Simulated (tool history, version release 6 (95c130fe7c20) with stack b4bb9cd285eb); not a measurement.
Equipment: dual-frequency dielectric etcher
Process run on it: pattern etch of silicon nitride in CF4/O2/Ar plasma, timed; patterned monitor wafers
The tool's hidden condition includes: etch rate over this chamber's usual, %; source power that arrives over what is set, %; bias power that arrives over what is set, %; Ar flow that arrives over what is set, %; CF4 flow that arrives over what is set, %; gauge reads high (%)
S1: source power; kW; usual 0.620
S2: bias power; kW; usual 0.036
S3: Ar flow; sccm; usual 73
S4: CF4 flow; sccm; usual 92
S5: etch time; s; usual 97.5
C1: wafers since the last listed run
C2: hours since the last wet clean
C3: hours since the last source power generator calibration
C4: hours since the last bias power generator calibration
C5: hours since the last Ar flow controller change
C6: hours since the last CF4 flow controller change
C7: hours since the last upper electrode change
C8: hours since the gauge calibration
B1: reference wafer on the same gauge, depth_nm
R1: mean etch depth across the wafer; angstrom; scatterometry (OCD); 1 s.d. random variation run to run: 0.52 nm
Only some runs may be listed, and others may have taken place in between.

run 1 hour=0.0 | S1=0.620 S2=0.045 S3=73 S4=80 S5=97.5 | C1=0 C2=177.3 C3=4629.4 C4=2190.1 C5=323.7 C6=2119.2 C7=45.0 C8=316.3 | B1=192.0 | R1=2090
run 2 hour=13.5 | S1=0.540 S2=0.036 S3=73 S4=72 S5=80.5 | C1=88 C2=190.8 C3=4642.9 C4=2203.6 C5=337.2 C6=2132.7 C7=58.5 C8=329.8 | B1=191.9 | R1=1335
run 3 hour=40.8 | S1=0.620 S2=0.033 S3=73 S4=92 S5=97.5 | C1=179 C2=218.1 C3=4670.2 C4=2230.9 C5=364.5 C6=2160.0 C7=85.8 C8=357.1 | B1=191.9 | R1=1883
-- hour=53.7 bias power generator calibrated
run 4 hour=58.5 | S1=0.620 S2=0.036 S3=78 S4=92 S5=97.5 | C1=89 C2=235.8 C3=4687.9 C4=4.8 C5=382.2 C6=2177.7 C7=103.5 C8=374.8 | B1=192.1 | R1=1972
run 5 hour=80.3 | S1=0.720 S2=0.036 S3=61 S4=92 S5=97.5 | C1=143 C2=257.6 C3=4709.7 C4=26.6 C5=404.0 C6=2199.5 C7=125.3 C8=396.6 | B1=192.0 | R1=2349
-- hour=97.1 source power generator calibrated
run 6 hour=110.9 | S1=0.720 S2=0.036 S3=73 S4=92 S5=113.0 | C1=174 C2=288.2 C3=13.8 C4=57.2 C5=434.6 C6=2230.1 C7=155.9 C8=427.2 | B1=192.0 | R1=2553
run 7 hour=130.3 | S1=0.620 S2=0.036 S3=73 S4=92 S5=97.5 | C1=127 C2=307.6 C3=33.2 C4=76.6 C5=454.0 C6=2249.5 C7=175.3 C8=446.6 | B1=192.0 | R1=1881
-- hour=152.4 CF4 flow controller replaced
run 8 hour=152.9 | S1=0.530 S2=0.036 S3=87 S4=76 S5=97.5 | C1=108 C2=330.2 C3=55.8 C4=99.2 C5=476.6 C6=0.5 C7=197.9 C8=469.2 | B1=192.0 | R1=1512
run 9 hour=182.4 | S1=0.620 S2=0.036 S3=73 S4=92 S5=97.5 | C1=193 C2=359.7 C3=85.3 C4=128.7 C5=506.1 C6=30.0 C7=227.4 C8=498.7 | B1=191.8 | R1=1885
run 10 hour=210.3 | S1=0.620 S2=0.036 S3=73 S4=92 S5=97.5 | C1=183 C2=387.6 C3=113.2 C4=156.6 C5=534.0 C6=57.9 C7=255.3 C8=526.6 | B1=192.0 | R1=1878
run 11 hour=233.2 | S1=0.620 S2=0.036 S3=73 S4=92 S5=97.5 | C1=150 C2=410.5 C3=136.1 C4=179.5 C5=556.9 C6=80.8 C7=278.2 C8=549.5 | B1=191.9 | R1=1881
run 12 hour=252.0 | S1=0.740 S2=0.027 S3=64 S4=70 S5=97.5 | C1=123 C2=429.3 C3=154.9 C4=198.3 C5=575.7 C6=99.6 C7=297.0 C8=568.3 | B1=192.0 | R1=1950
run 13 hour=273.4 | S1=0.680 S2=0.036 S3=73 S4=92 S5=97.5 | C1=140 C2=450.7 C3=176.3 C4=219.7 C5=597.1 C6=121.0 C7=318.4 C8=589.7 | B1=191.9 | R1=2079
run 14 hour=290.5 | S1=0.620 S2=0.036 S3=73 S4=92 S5=97.5 | C1=112 C2=467.8 C3=193.4 C4=236.8 C5=614.2 C6=138.1 C7=335.5 C8=606.8 | B1=191.8 | R1=1879
-- hour=324.4 wet clean of the chamber
run 15 hour=324.9 | S1=0.620 S2=0.032 S3=56 S4=92 S5=97.5 | C1=68 C2=0.5 C3=227.8 C4=271.2 C5=648.6 C6=172.5 C7=369.9 C8=641.2 | B1=192.0 | R1=1844
run 16 hour=353.5 | S1=0.620 S2=0.036 S3=73 S4=92 S5=97.5 | C1=187 C2=29.1 C3=256.4 C4=299.8 C5=677.2 C6=201.1 C7=398.5 C8=669.8 | B1=192.2 | R1=1880
run 17 hour=383.4 | S1=0.620 S2=0.036 S3=73 S4=92 S5=97.5 | C1=196 C2=59.0 C3=286.3 C4=329.7 C5=707.1 C6=231.0 C7=428.4 C8=699.7 | B1=192.2 | R1=1882
run 18 hour=418.8 | S1=0.520 S2=0.036 S3=73 S4=92 S5=97.5 | C1=232 C2=94.4 C3=321.7 C4=365.1 C5=742.5 C6=266.4 C7=463.8 C8=735.1 | B1=192.0 | R1=1563
run 19 hour=433.9 | S1=0.620 S2=0.036 S3=78 S4=92 S5=97.5 | C1=99 C2=109.5 C3=336.8 C4=380.2 C5=757.6 C6=281.5 C7=478.9 C8=750.2 | B1=192.2 | R1=1880
run 20 hour=451.0 | S1=0.620 S2=0.030 S3=73 S4=92 S5=97.5 | C1=112 C2=126.6 C3=353.9 C4=397.3 C5=774.7 C6=298.6 C7=496.0 C8=767.3 | B1=192.0 | R1=1759
run 21 hour=470.3 | S1=0.620 S2=0.036 S3=73 S4=103 S5=97.5 | C1=126 C2=145.9 C3=373.2 C4=416.6 C5=794.0 C6=317.9 C7=515.3 C8=786.6 | B1=192.0 | R1=1916
run 22 hour=491.2 | S1=0.620 S2=0.036 S3=56 S4=92 S5=97.5 | C1=137 C2=166.8 C3=394.1 C4=437.5 C5=814.9 C6=338.8 C7=536.2 C8=807.5 | B1=192.0 | R1=1938

Exercise: give the hidden state of the tool at every run:
etch rate over this chamber's usual, %: 0 at every run
Ar flow that arrives over what is set, %: 0 at every run
CF4 flow that arrives over what is set, %: 0 at every run
gauge reads high (%): 0 at every run
H1: source power that arrives over what is set, %
H2: bias power that arrives over what is set, %
run=1 H1=5.04 H2=-3.83
run=2 H1=5.06 H2=-3.88
run=3 H1=5.09 H2=-3.98
run=4 H1=5.11 H2=-0.424
run=5 H1=5.13 H2=-0.425
run=6 H1=0.183 H2=-0.427
run=7 H1=0.205 H2=-0.43
run=8 H1=0.231 H2=-0.433
run=9 H1=0.264 H2=-0.439
run=10 H1=0.295 H2=-0.446
run=11 H1=0.321 H2=-0.452
run=12 H1=0.343 H2=-0.459
run=13 H1=0.367 H2=-0.466
run=14 H1=0.386 H2=-0.473
run=15 H1=0.425 H2=-0.488
run=16 H1=0.457 H2=-0.503
run=17 H1=0.491 H2=-0.519
run=18 H1=0.531 H2=-0.54
run=19 H1=0.548 H2=-0.55
run=20 H1=0.567 H2=-0.562
run=21 H1=0.589 H2=-0.576
run=22 H1=0.612 H2=-0.591
